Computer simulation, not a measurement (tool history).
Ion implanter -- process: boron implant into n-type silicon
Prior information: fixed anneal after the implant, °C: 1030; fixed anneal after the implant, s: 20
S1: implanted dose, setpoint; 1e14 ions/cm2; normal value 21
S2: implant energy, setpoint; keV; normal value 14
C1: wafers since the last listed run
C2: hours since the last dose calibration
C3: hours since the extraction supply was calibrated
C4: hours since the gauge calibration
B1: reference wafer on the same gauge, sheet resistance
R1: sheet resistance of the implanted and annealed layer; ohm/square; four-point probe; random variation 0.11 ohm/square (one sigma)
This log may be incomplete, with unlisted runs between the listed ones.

Run 1, hour 0: usual settings; C1 0; C2 1737.1; C3 5383; C4 24.1; B1 85.39. Result: R1 76.53 ohm/square.
Run 2, hour 22.3: usual settings; C1 289; C2 1759.4; C3 5405.3; C4 46.4; B1 85.41. Result: R1 76.68 ohm/square.
Run 3, hour 36.7: usual settings; C1 186; C2 1773.8; C3 5419.7; C4 60.8; B1 85.4. Result: R1 76.35 ohm/square.
Run 4, hour 52.3: usual settings but S1 16.5 1e14 ions/cm2, S2 10.5 keV; C1 202; C2 1789.4; C3 5435.3; C4 76.4; B1 85.39. Result: R1 94.75 ohm/square.
Run 5, hour 78.1: usual settings but S1 16.5 1e14 ions/cm2, S2 10.5 keV; C1 334; C2 1815.2; C3 5461.1; C4 102.2; B1 85.39. Result: R1 94.76 ohm/square.
At hour 104.2: Faraday cup replaced and dose calibrated.
Run 6, hour 104.7: usual settings but S2 16 keV; C1 241; C2 0.5; C3 5487.7; C4 128.8; B1 85.41. Result: R1 72.63 ohm/square.
Run 7, hour 129.3: usual settings but S1 17.48 1e14 ions/cm2; C1 318; C2 25.1; C3 5512.3; C4 153.4; B1 85.41. Result: R1 83.49 ohm/square.
Run 8, hour 145.5: usual settings but S2 10 keV; C1 210; C2 41.3; C3 5528.5; C4 169.6; B1 85.38. Result: R1 88.56 ohm/square.
At hour 167.3: extraction supply calibrated.
Run 9, hour 179.2: usual settings; C1 333; C2 75; C3 11.9; C4 203.3; B1 85.4. Result: R1 76.58 ohm/square.
At hour 203.3: gauge calibrated.
Run 10, hour 206.5: usual settings but S1 16.5 1e14 ions/cm2, S2 10.5 keV; C1 353; C2 102.3; C3 39.2; C4 3.2; B1 85.39. Result: R1 94.56 ohm/square.
Run 11, hour 220.5: usual settings but S1 14.95 1e14 ions/cm2, S2 16 keV; C1 181; C2 116.3; C3 53.2; C4 17.2; B1 85.39. Result: R1 88.57 ohm/square.
Run 12, hour 245.7: usual settings but S1 16.22 1e14 ions/cm2; C1 326; C2 141.5; C3 78.4; C4 42.4; B1 85.42. Result: R1 86.96 ohm/square.
Run 13, hour 274.4: usual settings but S1 15.58 1e14 ions/cm2, S2 12.5 keV; C1 372; C2 170.2; C3 107.1; C4 71.1; B1 85.43. Result: R1 92.26 ohm/square.
Run 14, hour 308: usual settings but S1 22.99 1e14 ions/cm2, S2 12.5 keV; C1 435; C2 203.8; C3 140.7; C4 104.7; B1 85.41. Result: R1 77.6 ohm/square.

Branching from run 14: 5 alternative next runs. What would each branch give?
Run A, hour 308.4: usual settings; C1 5; C2 204.2; C3 141.1; C4 105.1; B1 ?. Result: R1 ?.
Run B, hour 308.4: usual settings but S1 23.16 1e14 ions/cm2, S2 18 keV; C1 5; C2 204.2; C3 141.1; C4 105.1; B1 ?. Result: R1 ?.
Run C, hour 308.4: usual settings but S1 15.26 1e14 ions/cm2; C1 5; C2 204.2; C3 141.1; C4 105.1; B1 ?. Result: R1 ?.
Run D, hour 308.4: usual settings but S1 16.52 1e14 ions/cm2, S2 11.5 keV; C1 5; C2 204.2; C3 141.1; C4 105.1; B1 ?. Result: R1 ?.
Run E, hour 308.4: usual settings but S2 11.5 keV; C1 5; C2 204.2; C3 141.1; C4 105.1; B1 ?. Result: R1 ?.

run    B1     R1
  A  85.4  76.38
  B  85.4  66.56
  C  85.4  90.08
  D  85.4  91.51
  E  85.4  82.98
With the hidden condition removed and each run's random variation left untouched, the same runs would have given:
run     R1
  A  76.38
  B  66.56
  C  90.08
  D  91.51
  E  82.98
